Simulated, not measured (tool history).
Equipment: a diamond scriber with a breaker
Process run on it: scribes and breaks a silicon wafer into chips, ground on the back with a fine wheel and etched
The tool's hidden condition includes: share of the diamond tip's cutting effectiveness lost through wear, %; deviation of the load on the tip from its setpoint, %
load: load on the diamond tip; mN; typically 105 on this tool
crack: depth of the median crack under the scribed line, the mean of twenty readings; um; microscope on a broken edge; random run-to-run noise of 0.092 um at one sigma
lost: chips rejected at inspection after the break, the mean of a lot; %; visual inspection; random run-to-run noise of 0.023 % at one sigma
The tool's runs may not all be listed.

| run | hour | load | wafers since the last listed run | hours since the diamond tip was replaced | hours since the load on the tip was calibrated | incoming depth of the damage left on the back of the incoming wafer, um | crack | lost |
|---|---|---|---|---|---|---|---|---|
| 1 | 0 | 122 | 0 | 208.8 | 437.5 | 0.53 | 9.87 | 0.58 |
|  | 26 | diamond tip replaced by a new one |
| 2 | 65 | 122 | 195 | 39 | 502.5 | 0.47 | 10.94 | 1.27 |
| 3 | 108.8 | 122 | 136 | 82.8 | 546.3 | 0.33 | 10.61 | 1.15 |
| 4 | 139.4 | 84 | 95 | 113.4 | 576.9 | 0.74 | 8.66 | 4.03 |
| 5 | 196.1 | 84 | 176 | 170.1 | 633.6 | 0.33 | 8.41 | 5.47 |
| 6 | 223.3 | 84 | 84 | 197.3 | 660.8 | 0.76 | 8.38 | 6.55 |
|  | 272.2 | diamond tip replaced by a new one |
| 7 | 285.5 | 105 | 187 | 13.3 | 723 | 0.58 | 10 | 0.52 |
| 8 | 312.2 | 105 | 82 | 40 | 749.7 | 0.49 | 10.05 | 0.57 |
| 9 | 358.6 | 118 | 144 | 86.4 | 796.1 | 0.61 | 10.38 | 0.8 |
| 10 | 399.4 | 105 | 126 | 127.2 | 836.9 | 0.74 | 9.81 | 0.78 |
| 11 | 460.7 | 136 | 190 | 188.5 | 898.2 | 0.71 | 10.77 | 1.43 |
| 12 | 518.9 | 81 | 180 | 246.7 | 956.4 | 0.37 | 7.8 | 10.77 |
|  | 525.7 | diamond tip replaced by a new one |
| 13 | 576.3 | 75 | 172 | 50.6 | 1013.8 | 0.49 | 8.42 | 5.74 |
| 14 | 632.1 | 90 | 173 | 106.4 | 1069.6 | 0.35 | 8.97 | 2.51 |
| 15 | 661.5 | 122 | 91 | 135.8 | 1099 | 0.57 | 10.4 | 0.77 |

Estimate the outcome of run 16 from the log above:
| 16 | 691 | 93 | 91 | 165.3 | 1128.5 | 0.63 | ? | ? |

crack: 8.8 um
lost: 3.07 %
Minus the tool's unlogged condition, the same run would have read crack 9.36 um, lost 1.23 %.
